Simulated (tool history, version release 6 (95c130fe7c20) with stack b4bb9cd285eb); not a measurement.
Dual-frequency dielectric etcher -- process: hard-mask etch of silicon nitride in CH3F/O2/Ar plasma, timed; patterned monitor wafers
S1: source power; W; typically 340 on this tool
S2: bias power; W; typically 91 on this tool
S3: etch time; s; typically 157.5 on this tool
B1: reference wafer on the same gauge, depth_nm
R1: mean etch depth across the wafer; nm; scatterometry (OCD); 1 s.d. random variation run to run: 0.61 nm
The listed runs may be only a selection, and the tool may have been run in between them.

run    hour   S1   S2     S3     B1     R1
  1       0  340   91  157.5    100  105.2
       12.1  -- wet clean of the chamber
  2    69.5  280   91  157.5    100   96.3
  3   128.7  340   91  157.5   99.9  101.4
  4   159.4  340   91  157.5   99.9  102.7
  5   200.8  340   91  157.5    100  101.8
  6   264.1  340   91  157.5   99.9    102
  7   299.9  340   91  157.5   99.6  102.9
  8     333  340   91  157.5  100.1  103.3
  9   380.5  340  107  157.5   99.9  110.7
 10   420.7  340  107  157.5    100  111.3
      454.5  -- upper electrode replaced
 11   489.6  340  107  157.5  100.1  111.5
 12   544.1  340   91  157.5  100.1  103.2
      590.7  -- wet clean of the chamber
 13   591.2  340   91  157.5  100.1  106.5
      624.2  -- gauge calibrated
 14   637.9  340   91  157.5    100  107.8
 15   705.5  290   91  141.5   99.9   93.1
 16   756.8  340   91  157.5  100.4  107.7
      801.7  -- wet clean of the chamber, repeated, since the last time left the tool worse
 17   833.8  280  100    192   99.8  122.5
 18   858.7  340  110  133.5  100.1   92.4
      887.5  -- source power generator calibrated
 19     897  340   91  198.5  100.2  127.5
 20   956.3  310  107    199    100  134.7
 21   985.8  280   70    196    100  107.9
     1046.6  -- bias power generator calibrated
 22  1056.9  380   91  202.5  100.1  136.2
 23  1109.8  310  114    111  100.1   78.6
 24  1159.4  280   70    196    100  109.9
 25    1229  340   97  157.5  100.2  106.4
 26  1287.7  340   91  183.5  100.1  121.6
 27  1354.3  390   83  192.5    100  127.3
     1405.5  -- wet clean of the chamber
 28  1408.2  370   91  157.5   99.7  104.4
     1462.4  -- gauge calibrated
 29  1465.2  340   91  157.5   99.8  102.4

Exercise: give the hidden state of the tool at every run:
source power that arrives over what is set, %: 0 at every run
bias power that arrives over what is set, %: 0 at every run
gauge reads high (%): 0 at every run
H1: etch rate over this chamber's usual, %
run       H1
  1     3.76
  2   -0.072
  3    0.307
  4    0.504
  5    0.769
  6     1.17
  7      1.4
  8     1.62
  9     1.92
 10     2.18
 11     2.62
 12     2.97
 13     5.59
 14     5.89
 15     6.32
 16     6.65
 17  -0.0659
 18   0.0936
 19    0.339
 20    0.719
 21    0.908
 22     1.36
 23      1.7
 24     2.02
 25     2.47
 26     2.84
 27     3.27
 28    0.496
 29    0.861
